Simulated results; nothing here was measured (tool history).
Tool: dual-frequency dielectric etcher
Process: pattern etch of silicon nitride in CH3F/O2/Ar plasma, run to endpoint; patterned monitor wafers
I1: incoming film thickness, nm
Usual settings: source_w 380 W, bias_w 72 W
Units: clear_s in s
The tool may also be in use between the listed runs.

Run 1, hour 0: usual settings but source_w 350 W, bias_w 80 W; I1 23.71. Result: clear_s 37.8 s.
Run 2, hour 7.6: usual settings but source_w 350 W, bias_w 80 W; I1 23.84. Result: clear_s 37.9 s.
Run 3, hour 22.5: usual settings but source_w 410 W; I1 24.23. Result: clear_s 37.5 s.
Run 4, hour 30.2: usual settings but source_w 410 W; I1 23.91. Result: clear_s 36.9 s.
Run 5, hour 37.1: usual settings but source_w 410 W; I1 24.11. Result: clear_s 37.1 s.
Run 6, hour 47.3: usual settings but source_w 360 W; I1 24.08. Result: clear_s 38.8 s.
Run 7, hour 60.6: usual settings but source_w 360 W; I1 24.01. Result: clear_s 38.6 s.
Run 8, hour 74.7: usual settings but source_w 460 W; I1 23.84. Result: clear_s 35.1 s.
Run 9, hour 90.4: usual settings but source_w 460 W; I1 24.04. Result: clear_s 35.5 s.
Run 10, hour 101.6: usual settings but bias_w 63 W; I1 24.05. Result: clear_s 38.9 s.
Run 11, hour 111.4: usual settings but bias_w 63 W; I1 24.52. Result: clear_s 39.8 s.
Run 12, hour 122.8: usual settings; I1 23.91. Result: clear_s 37.7 s.
Run 13, hour 130: usual settings; I1 24.28. Result: clear_s 38.1 s.
Run 14, hour 144.6: usual settings; I1 23.97. Result: clear_s 37.6 s.
Run 15, hour 158.1: usual settings; I1 23.99. Result: clear_s 37.7 s.
Run 16, hour 170.6: usual settings but source_w 470 W, bias_w 60 W; I1 23.98. Result: clear_s 36.3 s.
Run 17, hour 179.7: usual settings but source_w 430 W; I1 24.22. Result: clear_s 36.4 s.
Run 18, hour 187.7: usual settings but bias_w 67 W; I1 24.08. Result: clear_s 38.3 s.
Run 19, hour 202.5: usual settings but source_w 410 W, bias_w 84 W; I1 24.11. Result: clear_s 35.4 s.
At hour 226.7: wet clean of the chamber.
Run 20, hour 227.2: usual settings but source_w 410 W, bias_w 65 W; I1 24.08. Result: clear_s 38.7 s.
Run 21, hour 227.5: usual settings but bias_w 86 W; I1 24.14. Result: clear_s 37.3 s.
Run 22, hour 228.5: usual settings but source_w 290 W; I1 24.21. Result: clear_s 43.1 s.
Run 23, hour 235: usual settings but source_w 330 W, bias_w 81 W; I1 23.98. Result: clear_s 39.5 s.
Run 24, hour 246: usual settings; I1 24.11. Result: clear_s 39.1 s.
At hour 260.5: source power generator calibrated.
At hour 289.9: upper electrode replaced.
Run 25, hour 297.7: usual settings but source_w 410 W; I1 24.09. Result: clear_s 37.6 s.
At hour 304.4: bias power generator calibrated.
Run 26, hour 309: usual settings but source_w 470 W, bias_w 58 W; I1 23.96. Result: clear_s 37.4 s.
Run 27, hour 320.9: usual settings but source_w 340 W, bias_w 67 W; I1 24.4. Result: clear_s 41.5 s.
Run 28, hour 331.2: usual settings but bias_w 85 W; I1 23.9. Result: clear_s 36.7 s.
Run 29, hour 366.6: usual settings but source_w 330 W, bias_w 78 W; I1 24.27. Result: clear_s 40.1 s.
Run 30, hour 379.3: usual settings but source_w 440 W, bias_w 79 W; I1 24.04. Result: clear_s 35.6 s.
Run 31, hour 386.2: usual settings but source_w 310 W, bias_w 77 W; I1 24.19. Result: clear_s 41 s.
Run 32, hour 399.2: usual settings but source_w 450 W; I1 24.32. Result: clear_s 36.3 s.
Run 33, hour 409: usual settings but source_w 280 W; I1 24. Result: clear_s 42.4 s.
Run 34, hour 418.6: usual settings; I1 24.33. Result: clear_s 38.9 s.
Run 35, hour 433.7: usual settings but source_w 290 W, bias_w 59 W; I1 24.06. Result: clear_s 43.9 s.
Run 36, hour 451.1: usual settings; I1 24.19. Result: clear_s 38.4 s.

The same runs without the tool's hidden state, with the same run-to-run variation:
The hidden state here: etch rate over this chamber's usual, %; source power that arrives over what is set, %; bias power that arrives over what is set, %.
run  clear_s
  1     38.7
  2     38.8
  3     38.5
  4     37.9
  5     38.1
  6     39.9
  7     39.7
  8     36.2
  9     36.6
 10     40.2
 11     41.1
 12       39
 13     39.5
 14       39
 15     39.1
 16     37.8
 17     37.9
 18     39.9
 19     36.9
 20     38.9
 21     37.5
 22     43.3
 23     39.7
 24     39.4
 25     38.1
 26     37.9
 27       42
 28     37.2
 29     40.8
 30     36.2
 31     41.8
 32       37
 33     43.3
 34     39.7
 35     44.9
 36     39.4
